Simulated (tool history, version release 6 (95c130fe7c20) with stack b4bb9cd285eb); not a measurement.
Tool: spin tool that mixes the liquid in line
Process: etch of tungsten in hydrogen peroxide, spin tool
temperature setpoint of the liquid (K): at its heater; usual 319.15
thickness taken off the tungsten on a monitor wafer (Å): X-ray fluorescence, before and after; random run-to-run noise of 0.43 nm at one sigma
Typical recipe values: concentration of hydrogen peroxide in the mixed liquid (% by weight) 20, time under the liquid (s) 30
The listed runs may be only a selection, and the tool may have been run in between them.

run	day	temperature setpoint of the liquid (K)	concentration of hydrogen peroxide in the mixed liquid (% by weight)	time under the liquid (s)	read-back film thickness of the tungsten reference wafer, read on the same gauge (nm)	thickness taken off the tungsten on a monitor wafer (Å)
1	0	313.65	20	30	99.98	336.2
2	2.862	313.65	20	30	100	335.5
3	4.267	313.65	20	30	100.05	329.4
4	6.95	319.15	16	30	99.94	426.2
# day 8.208: new drum of peroxide connected
5	8.312	319.15	20	40	100.02	635.7
6	11.229	312.65	20	45	99.98	466.3
7	12.275	319.15	20	15	99.96	238.3
8	15.038	319.15	20	30	100	475.2
9	17.871	327.65	22	20	100.04	563.9
10	22.962	319.15	26	30	100	545
# day 26.317: peroxide flow meter replaced
# day 27.892: thermometer replaced
11	30.675	321.15	20	30	99.99	511.8
12	32.346	311.65	18	15	99.96	130.8
# day 33.192: new drum of peroxide connected
13	33.808	319.15	20	30	100	449.7
# day 34.446: heated supply line repaired
14	35.412	323.65	20	25	100.05	544.4
15	37.904	323.65	17	45	100.01	926.3
16	39.754	327.15	25	50	99.96	1534.5
17	40.888	311.65	18	15	99.99	144.7
18	43.121	319.15	20	50	99.98	842.6
19	44.321	322.15	23	15	99.97	317.7
20	45.754	314.15	20	20	99.97	239.8
21	48.221	310.65	20	30	100.04	284.8
22	51.167	313.65	24.5	20	99.98	260.8
# day 54.675: new drum of peroxide connected
23	55.55	316.15	23.5	30	100.01	441.2
24	57.879	319.15	14.5	30	100	428.4
25	59.192	319.15	18	25	99.99	391.7
26	61.717	319.15	20	30	99.95	493.7

Predict each of these 4 candidate next runs independently; none follows another, all start after run 26:
A	61.733	319.15	15.5	30	?	?
B	61.733	312.15	17	15	?	?
C	61.733	321.65	15	35	?	?
D	61.733	319.15	23.5	30	?	?

run	read-back film thickness of the tungsten reference wafer, read on the same gauge (nm)	thickness taken off the tungsten on a monitor wafer (Å)
A	100	433.5
B	100	145
C	100	581.2
D	100	533.8
What these runs would have given with no unlogged condition in the tool:
run	thickness taken off the tungsten on a monitor wafer (Å)
A	431.1
B	144.2
C	578
D	530.8
